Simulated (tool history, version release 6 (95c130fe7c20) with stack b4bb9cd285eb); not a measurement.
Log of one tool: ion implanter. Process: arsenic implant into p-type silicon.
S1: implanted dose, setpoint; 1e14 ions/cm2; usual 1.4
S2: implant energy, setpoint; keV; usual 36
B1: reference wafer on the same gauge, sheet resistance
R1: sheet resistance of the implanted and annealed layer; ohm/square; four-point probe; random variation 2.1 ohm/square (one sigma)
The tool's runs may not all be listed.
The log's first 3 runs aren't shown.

run	hour	S1	S2	B1	R1
4	166.9	1.4	31	504.89	499.03
5	221.6	1.4	31	504.93	503.97
6	278.5	1.4	36	505.16	485.58
7	309.5	1.4	36	504.8	486.6
8	348	1.4	36	505.03	491.38
9	389.7	1.4	36	505.03	486.76
10	427.4	1.4	36	505.15	484.49
11	465.5	1.4	36	505.1	487.15
12	517.6	1.4	36	505.12	485.51
13	578.8	1.4	36	504.74	488.72
# hour 613.5: Faraday cup replaced and dose calibrated
14	635.8	1.64	36	505.33	443.47
15	691.5	1.1	27.5	504.9	616.51
16	750.7	1.4	36	505.3	492.41
17	814.6	1.4	36	505.14	488.88
18	886.4	1.29	46.5	504.63	493.65
19	944.2	1.19	46	504.51	524.61
20	1001.8	1.4	26.5	504.51	509.53
21	1029.8	1.06	40.5	505.01	579.09
# hour 1037.4: gauge calibrated
22	1063.1	1.4	36	505.1	490.98
23	1126.2	1.54	29	504.73	472.33

Run 24 comes next. What will it give?
24	1150.7	1.81	45.5	?	?

Run 24 gave B1 505.02, R1 394.53 ohm/square.
Without the tool's hidden state the same run would have given R1 401.01 ohm/square.

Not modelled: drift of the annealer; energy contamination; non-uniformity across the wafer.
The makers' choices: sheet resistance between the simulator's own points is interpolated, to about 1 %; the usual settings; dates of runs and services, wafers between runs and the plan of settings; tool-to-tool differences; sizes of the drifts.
